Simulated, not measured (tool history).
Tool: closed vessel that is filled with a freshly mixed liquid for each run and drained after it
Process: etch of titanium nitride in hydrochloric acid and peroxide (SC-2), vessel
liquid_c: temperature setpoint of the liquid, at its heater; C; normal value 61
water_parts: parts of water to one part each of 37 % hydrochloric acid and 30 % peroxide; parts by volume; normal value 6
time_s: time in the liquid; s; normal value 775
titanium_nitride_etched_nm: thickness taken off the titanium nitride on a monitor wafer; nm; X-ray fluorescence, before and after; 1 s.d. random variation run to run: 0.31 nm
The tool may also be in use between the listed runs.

| run | hour | liquid_c | water_parts | time_s | read-back film thickness of the titanium nitride reference wafer, read on the same gauge (nm) | titanium_nitride_etched_nm |
|---|---|---|---|---|---|---|
| 1 | 0 | 56.5 | 6 | 775 | 100.01 | 36.22 |
| 2 | 13.4 | 56.5 | 6 | 775 | 99.99 | 36.67 |
| 3 | 35.9 | 61 | 6 | 775 | 100.05 | 48.58 |
| 4 | 51.6 | 68 | 6 | 775 | 99.99 | 74.42 |
| 5 | 84.3 | 68 | 6 | 775 | 100 | 74.28 |
| 6 | 104.9 | 61 | 6 | 775 | 99.95 | 48.12 |
| 7 | 152.3 | 61 | 6 | 775 | 100.01 | 48.64 |
| 8 | 174.8 | 61 | 6 | 775 | 99.99 | 48.1 |
| 9 | 199.8 | 61 | 6 | 405 | 100.02 | 25.78 |
| 10 | 223.5 | 61 | 6 | 775 | 99.97 | 49.07 |
| 11 | 248.7 | 55.5 | 6 | 1045 | 100.01 | 46.91 |
|  | 257.1 | chemicals flow meter replaced |
| 12 | 273.7 | 68 | 6 | 1120 | 100.03 | 106.55 |
| 13 | 296 | 61 | 7.5 | 380 | 100.01 | 20.19 |
|  | 329.8 | new drum of peroxide connected |
| 14 | 395.4 | 61 | 6 | 775 | 99.99 | 49.55 |
| 15 | 420.7 | 61 | 6 | 775 | 100 | 48.14 |
| 16 | 433.8 | 55.5 | 4.5 | 545 | 100.02 | 30.36 |
| 17 | 463.2 | 61 | 6 | 775 | 100.01 | 48.72 |
|  | 471.4 | thermometer replaced |
|  | 479.1 | gauge calibrated |
| 18 | 494.5 | 61 | 5 | 775 | 100.05 | 60.23 |
| 19 | 569 | 61 | 6 | 775 | 99.96 | 53.09 |
|  | 599.2 | thermometer replaced, repeated, since the last time left the tool worse |
| 20 | 601.4 | 61 | 6 | 775 | 100.02 | 43.59 |
| 21 | 615.5 | 53 | 7 | 1140 | 99.99 | 34.71 |
| 22 | 641.8 | 61 | 6 | 775 | 100.03 | 43.25 |
| 23 | 664.4 | 56 | 8.5 | 1035 | 100 | 32.07 |
| 24 | 684.1 | 68 | 4.5 | 775 | 100.03 | 81.95 |
| 25 | 707.5 | 65 | 6 | 595 | 99.98 | 43.56 |
| 26 | 739.3 | 55.5 | 4.5 | 545 | 100 | 26.43 |
| 27 | 752.5 | 55 | 6 | 525 | 100 | 20.36 |
| 28 | 781.7 | 64.5 | 6 | 775 | 100.05 | 54.56 |

Forecast each of these 5 alternatives for the next run:
| A | 782.6 | 61 | 6 | 775 | ? | ? |
| B | 782.6 | 61 | 6 | 1120 | ? | ? |
| C | 782.6 | 58 | 6 | 775 | ? | ? |
| D | 782.6 | 61 | 5 | 925 | ? | ? |
| E | 782.6 | 53.5 | 9 | 605 | ? | ? |

| run | read-back film thickness of the titanium nitride reference wafer, read on the same gauge (nm) | titanium_nitride_etched_nm |
|---|---|---|
| A | 100 | 43.52 |
| B | 100 | 62.89 |
| C | 100 | 36.04 |
| D | 100 | 59.36 |
| E | 100 | 15.32 |
Stripped of hidden state, with their random variation kept, the same runs would have yielded:
| run | titanium_nitride_etched_nm |
|---|---|
| A | 42.98 |
| B | 62.11 |
| C | 35.59 |
| D | 58.63 |
| E | 15.12 |

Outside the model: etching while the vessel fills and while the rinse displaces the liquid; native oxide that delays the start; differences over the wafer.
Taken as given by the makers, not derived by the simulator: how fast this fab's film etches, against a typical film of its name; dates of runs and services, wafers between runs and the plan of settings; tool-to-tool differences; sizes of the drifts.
